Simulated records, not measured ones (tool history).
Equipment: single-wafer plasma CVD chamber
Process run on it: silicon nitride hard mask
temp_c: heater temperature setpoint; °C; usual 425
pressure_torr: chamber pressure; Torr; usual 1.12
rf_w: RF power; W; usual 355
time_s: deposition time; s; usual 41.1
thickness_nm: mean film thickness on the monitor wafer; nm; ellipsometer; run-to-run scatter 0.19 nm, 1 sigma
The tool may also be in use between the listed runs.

run,hour,temp_c,pressure_torr,rf_w,time_s,"read-back reference wafer on the same gauge, thickness_nm",thickness_nm
1,0,425,1.12,355,41.1,44.161,40.623
2,65.4,425,1.12,355,41.1,44.241,40.824
3,228.4,425,1.12,355,41.1,44.455,40.961
4,265.5,425,1.12,355,41.1,44.52,40.636
5,320.9,425,1.12,355,41.1,44.634,41.01
# hour 402.4: thermocouple changed; heater temperature recalibrated
# hour 417.9: gauge calibrated
6,478.5,425,1.12,355,41.1,43.512,39.995
# hour 493.8: RF generator calibrated
7,541.1,425,1.12,355,41.1,43.627,39.982
8,566.5,414,1.12,355,41.1,43.625,40.117
# hour 590: showerhead replaced
9,609.4,432,1.12,355,41.1,43.679,39.693
10,649.4,425,0.99,355,41.1,43.615,38.726
11,679.1,432,1.23,355,35,43.591,34.838
12,735.8,420,0.86,395,41.1,43.723,40.228
13,778.5,425,1.12,355,47.3,43.713,46.652
14,826.6,425,1.12,355,43.5,43.691,42.274
15,929.6,413,1.02,390,49.2,43.824,50.38
16,983.5,425,1.12,355,38.9,43.738,38.352
17,1010,434,1.12,355,41.1,43.731,40.033
# hour 1066.7: capacitance manometer re-zeroed and calibrated
18,1074,425,0.87,355,41.1,43.779,37.701
19,1118,416,0.86,355,45.7,43.856,41.795
20,1164.4,425,1.12,325,41.1,43.878,37.587
21,1214.1,440,1.02,305,33.5,43.917,28.472
22,1274,425,1.12,390,41.1,43.956,42.763
23,1304.6,416,0.95,355,41.1,43.961,38.933
24,1347.7,425,1.12,355,41.1,44.001,40.413
25,1384.1,425,1.04,355,41.1,44.046,39.313
# hour 1398.1: thermocouple changed; heater temperature recalibrated
# hour 1406.9: RF generator calibrated
26,1451.4,425,1.12,355,41.1,44.165,40.417
27,1510,415,1.12,355,41.1,44.251,40.748

5 options for the next run, each taken on its own from the tool as it stands now. Forecast them:
A,1510.4,425,1.12,355,38.1,?,?
B,1510.4,425,1.12,290,36.6,?,?
C,1510.4,425,1.12,415,44.2,?,?
D,1510.4,425,1.12,355,48.9,?,?
E,1510.4,425,1.37,405,45.3,?,?

run,"read-back reference wafer on the same gauge, thickness_nm",thickness_nm
A,44.09,37.931
B,44.09,31.358
C,44.09,48.875
D,44.09,48.658
E,44.09,52.128
Take away the tool's hidden state, keep each run's random variation, and the runs would have read:
run,thickness_nm
A,37.449
B,30.96
C,48.253
D,48.039
E,51.465

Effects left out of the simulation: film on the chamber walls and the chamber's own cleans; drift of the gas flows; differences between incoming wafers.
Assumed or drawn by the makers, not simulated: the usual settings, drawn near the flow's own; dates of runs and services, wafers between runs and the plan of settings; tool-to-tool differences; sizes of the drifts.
